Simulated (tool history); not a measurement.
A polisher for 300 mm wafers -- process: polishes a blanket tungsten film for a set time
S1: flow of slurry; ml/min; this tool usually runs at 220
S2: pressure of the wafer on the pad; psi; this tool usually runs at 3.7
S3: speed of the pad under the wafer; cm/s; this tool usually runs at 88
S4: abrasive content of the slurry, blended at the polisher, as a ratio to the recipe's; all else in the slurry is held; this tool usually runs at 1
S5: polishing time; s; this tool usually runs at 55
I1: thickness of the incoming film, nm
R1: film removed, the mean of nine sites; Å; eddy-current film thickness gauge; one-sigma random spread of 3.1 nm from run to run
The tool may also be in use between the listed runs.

run   hour   S1   S2   S3    S4  S5     I1    R1
  1      0  220  3.7  110     1  55  655.2  2822
  2   10.1  220  3.7  110     1  55  638.6  2734
      16.2  -- worn pad replaced by a new one
      21.5  -- slurry tank refilled with fresh slurry and peroxide
  3   25.7  220  3.7  110     1  55  642.1  2902
      39.3  -- slurry nozzle cleaned
  4   40.6  220  3.7   88     1  55  651.7  2266
  5   50.7  220  3.7   88     1  55  643.4  2257
  6   61.2  200  4.9   88  0.85  44  645.3  2197
  7   78.9  220  3.7   88   1.2  55  650.7  2224
      81.8  -- slurry blender recalibrated
  8   92.4  155  3.7   88   0.9  55  645.8  2122
     100.3  -- head pressure recalibrated
  9  108.6  220  3.7   88     1  55  649.9  2268
 10  122.4  265    5   72   0.9  55  646.9  2462
     137.9  -- worn pad replaced by a new one
 11  138.4  220  3.7   88     1  55  645.8  2234
     146.1  -- slurry tank refilled with fresh slurry and peroxide
 12  149.4  220  3.7   88     1  36  643.4  1583
 13  164.5  220  3.7   76     1  55  655.5  2007
 14  177.9  220  3.7   88     1  44  651.3  1826
 15  191.6  160  3.7  102     1  55  645.7  2487
 16  208.3  190  3.1   88     1  55  653.7  1773
 17  217.6  150  3.7   88  0.85  55  658.2  1875
     243.2  -- worn pad replaced by a new one
     258.9  -- slurry blender recalibrated
 18  259.4  220  3.7   88     1  55  655.7  2235
     271.6  -- slurry tank refilled with fresh slurry and peroxide
 19  276.1  160  3.7   88     1  55  647.2  2311
 20  282.8  250  3.7   88     1  55  644.5  2489
 21  307.6  155  3.7   88     1  55  645.1  2189
 22  318.4  220  3.7   88     1  55  652.8  2310
 23  326.7  220  3.7   88     1  55  652.1  2260
 24  337.9  220  3.7   88  0.75  55  658.2  2141
 25  349.9  220  3.7   88  1.15  47  652.5  1994
     359.3  -- worn pad replaced by a new one
 26  365.3  220  4.4   88   1.1  55  638.8  2618

Predict each of these 4 candidate next runs independently; none follows another, all start after run 26:
  A  365.7  195  3.7  88    1  55  653   ?
  B  365.7  190  3.7  88  0.8  61  653   ?
  C  365.7  220  3.7  62    1  55  653   ?
  D  365.7  180  4.4  62    1  40  653   ?

run    R1
  A  2098
  B  2172
  C  1504
  D  1262
Take away the tool's hidden state, keep each run's random variation, and the runs would have read:
run    R1
  A  2390
  B  2469
  C  1713
  D  1438
